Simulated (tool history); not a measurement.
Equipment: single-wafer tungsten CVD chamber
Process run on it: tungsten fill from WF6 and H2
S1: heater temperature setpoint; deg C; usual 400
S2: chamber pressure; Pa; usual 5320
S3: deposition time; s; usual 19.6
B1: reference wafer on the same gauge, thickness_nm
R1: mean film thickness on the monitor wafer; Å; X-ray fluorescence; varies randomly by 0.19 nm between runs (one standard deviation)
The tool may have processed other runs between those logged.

Run 1, hour 0.0: usual settings; B1 64.033. Result: R1 644.42 Å.
Run 2, hour 99.5: usual settings; B1 63.953. Result: R1 645.12 Å.
Run 3, hour 201.9: usual settings; B1 63.998. Result: R1 647.11 Å.
Run 4, hour 293.6: usual settings but S3 21.0 s; B1 64.011. Result: R1 690.22 Å.
Run 5, hour 395.6: usual settings but S3 21.0 s; B1 64.018. Result: R1 687.97 Å.
Run 6, hour 491.9: usual settings but S3 21.0 s; B1 64.003. Result: R1 686.73 Å.
Run 7, hour 567.5: usual settings; B1 64.016. Result: R1 640.28 Å.
Run 8, hour 621.6: usual settings; B1 63.985. Result: R1 637.64 Å.
Run 9, hour 708.6: usual settings; B1 64.005. Result: R1 639.77 Å.
Run 10, hour 775.0: usual settings; B1 64.018. Result: R1 641.21 Å.
Run 11, hour 840.4: usual settings; B1 64.013. Result: R1 639.48 Å.
Run 12, hour 904.8: usual settings; B1 64.010. Result: R1 638.95 Å.
At hour 933.5: thermocouple changed; heater temperature recalibrated.
Run 13, hour 975.6: usual settings but S2 4786 Pa, S3 21.1 s; B1 64.008. Result: R1 656.49 Å.
Run 14, hour 1083.4: usual settings but S2 4786 Pa, S3 21.1 s; B1 64.008. Result: R1 657.61 Å.
At hour 1128.8: capacitance manometer re-zeroed and calibrated.
Run 15, hour 1135.6: usual settings but S2 4786 Pa, S3 21.1 s; B1 63.994. Result: R1 646.10 Å.
Run 16, hour 1177.1: usual settings but S1 406 deg C, S2 6599 Pa; B1 63.995. Result: R1 751.27 Å.
Run 17, hour 1269.7: usual settings but S1 409 deg C, S2 4040 Pa; B1 63.997. Result: R1 640.54 Å.
Run 18, hour 1375.8: usual settings but S2 6346 Pa, S3 23.0 s; B1 64.001. Result: R1 790.14 Å.
Run 19, hour 1420.4: usual settings but S1 396 deg C, S3 21.7 s; B1 63.982. Result: R1 646.01 Å.
At hour 1455.5: capacitance manometer re-zeroed and calibrated, repeated, since the last time left the tool worse.
Run 20, hour 1461.1: usual settings but S1 409 deg C, S3 23.1 s; B1 64.031. Result: R1 885.59 Å.
At hour 1493.0: showerhead replaced.
Run 21, hour 1533.2: usual settings; B1 64.003. Result: R1 655.98 Å.
Run 22, hour 1586.4: usual settings but S1 407 deg C, S2 5720 Pa, S3 20.7 s; B1 64.014. Result: R1 794.33 Å.
At hour 1639.2: gauge calibrated.
Run 23, hour 1659.9: usual settings but S1 390 deg C; B1 63.978. Result: R1 556.77 Å.
Run 24, hour 1736.7: usual settings but S1 409 deg C, S2 4040 Pa; B1 64.023. Result: R1 672.58 Å.
Run 25, hour 1838.9: usual settings but S1 415 deg C, S2 6079 Pa, S3 18.0 s; B1 63.995. Result: R1 797.52 Å.
Run 26, hour 1882.3: usual settings but S1 391 deg C, S2 5720 Pa, S3 16.4 s; B1 63.992. Result: R1 485.81 Å.
Run 27, hour 1977.8: usual settings; B1 63.996. Result: R1 655.30 Å.
At hour 2026.8: thermocouple changed; heater temperature recalibrated.
Run 28, hour 2027.3: usual settings but S1 389 deg C, S2 6586 Pa, S3 23.1 s; B1 64.013. Result: R1 698.06 Å.
Run 29, hour 2094.3: usual settings but S2 4160 Pa, S3 15.8 s; B1 64.013. Result: R1 475.27 Å.
Run 30, hour 2136.8: usual settings; B1 63.986. Result: R1 652.24 Å.
Run 31, hour 2204.0: usual settings; B1 64.012. Result: R1 651.97 Å.

Alternative continuations, all from the tool just after run 31; predict every row:
Run A, hour 2204.4: usual settings; B1 ?. Result: R1 ?.
Run B, hour 2204.4: usual settings but S2 4186 Pa; B1 ?. Result: R1 ?.
Run C, hour 2204.4: usual settings but S1 388 deg C, S2 6039 Pa, S3 17.4 s; B1 ?. Result: R1 ?.
Run D, hour 2204.4: usual settings but S1 395 deg C, S3 23.4 s; B1 ?. Result: R1 ?.

run      B1      R1
  A  64.008  648.73
  B  64.008  588.11
  C  64.008  496.98
  D  64.008  714.02
With the hidden condition removed and each run's random variation left untouched, the same runs would have given:
run      R1
  A  651.50
  B  590.67
  C  499.07
  D  717.07

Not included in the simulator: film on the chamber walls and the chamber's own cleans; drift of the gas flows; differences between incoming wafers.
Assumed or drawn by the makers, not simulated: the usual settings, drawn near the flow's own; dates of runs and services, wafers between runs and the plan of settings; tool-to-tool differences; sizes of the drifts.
